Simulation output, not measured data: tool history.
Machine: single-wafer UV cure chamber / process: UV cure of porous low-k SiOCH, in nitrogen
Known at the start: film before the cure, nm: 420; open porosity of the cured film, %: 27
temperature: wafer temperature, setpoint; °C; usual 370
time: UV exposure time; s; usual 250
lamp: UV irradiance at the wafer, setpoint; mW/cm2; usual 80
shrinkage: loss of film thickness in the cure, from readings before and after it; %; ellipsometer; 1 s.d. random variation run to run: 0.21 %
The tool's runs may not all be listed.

| run | day | temperature | time | lamp | shrinkage |
|---|---|---|---|---|---|
| 1 | 0 | 370 | 250 | 80 | 11.86 |
| 2 | 2.217 | 370 | 250 | 80 | 11.95 |
| 3 | 4.45 | 370 | 250 | 80 | 11.975 |
| 4 | 6.5 | 370 | 250 | 80 | 11.446 |
| 5 | 10.883 | 370 | 250 | 80 | 11.272 |
| 6 | 12.767 | 370 | 250 | 80 | 11.404 |
| 7 | 14.662 | 370 | 250 | 80 | 11.479 |
| 8 | 15.7 | 370 | 250 | 80 | 11.306 |
|  | 16.058 | quartz window cleaned |
| 9 | 18.092 | 370 | 250 | 99 | 13.567 |
| 10 | 20.45 | 370 | 250 | 99 | 13.008 |
| 11 | 22.875 | 370 | 250 | 109 | 13.357 |
| 12 | 24.858 | 370 | 250 | 109 | 13.672 |
|  | 26.617 | UV bulbs replaced |
| 13 | 26.638 | 370 | 250 | 109 | 13.325 |
| 14 | 28.504 | 370 | 160 | 52 | 7.314 |
| 15 | 29.967 | 370 | 250 | 80 | 11.289 |
| 16 | 32.862 | 370 | 250 | 80 | 11.42 |
| 17 | 35.471 | 354 | 115 | 41 | 4.604 |
| 18 | 37.892 | 370 | 250 | 109 | 12.941 |
|  | 40.304 | quartz window cleaned |
| 19 | 40.75 | 370 | 250 | 94 | 13.219 |
| 20 | 42.375 | 364 | 180 | 40 | 6.899 |
| 21 | 44.221 | 379 | 305 | 80 | 13.172 |
| 22 | 45.833 | 370 | 250 | 80 | 11.919 |
| 23 | 48.404 | 358 | 330 | 103 | 14.405 |
| 24 | 49.608 | 370 | 205 | 99 | 11.866 |
| 25 | 51.238 | 370 | 250 | 80 | 11.665 |
| 26 | 53.329 | 376 | 355 | 41 | 9.829 |
| 27 | 55.117 | 380 | 190 | 80 | 10.26 |
| 28 | 56.229 | 370 | 250 | 80 | 11.696 |
| 29 | 58.7 | 359 | 250 | 80 | 11.12 |
| 30 | 60.979 | 370 | 250 | 80 | 11.06 |
|  | 64.338 | quartz window cleaned |
| 31 | 64.821 | 379 | 150 | 110 | 11.3 |
| 32 | 66.492 | 370 | 250 | 53 | 9.952 |
| 33 | 67.612 | 389 | 250 | 61 | 11.205 |

List, for all runs, the conditions of the tool that the log does not record:
lamp output below its setpoint, %: 0 across all the runs
H1: transmission lost against a clean window, %
| run | H1 |
|---|---|
| 1 | 12 |
| 2 | 14.1 |
| 3 | 15.8 |
| 4 | 17 |
| 5 | 18.8 |
| 6 | 19.3 |
| 7 | 19.7 |
| 8 | 19.9 |
| 9 | 4.98 |
| 10 | 8.86 |
| 11 | 11.9 |
| 12 | 13.9 |
| 13 | 15.3 |
| 14 | 16.5 |
| 15 | 17.3 |
| 16 | 18.5 |
| 17 | 19.3 |
| 18 | 19.9 |
| 19 | 1.5 |
| 20 | 4.81 |
| 21 | 7.91 |
| 22 | 10.1 |
| 23 | 13 |
| 24 | 14 |
| 25 | 15.3 |
| 26 | 16.6 |
| 27 | 17.5 |
| 28 | 17.9 |
| 29 | 18.8 |
| 30 | 19.4 |
| 31 | 1.73 |
| 32 | 5.12 |
| 33 | 7.06 |

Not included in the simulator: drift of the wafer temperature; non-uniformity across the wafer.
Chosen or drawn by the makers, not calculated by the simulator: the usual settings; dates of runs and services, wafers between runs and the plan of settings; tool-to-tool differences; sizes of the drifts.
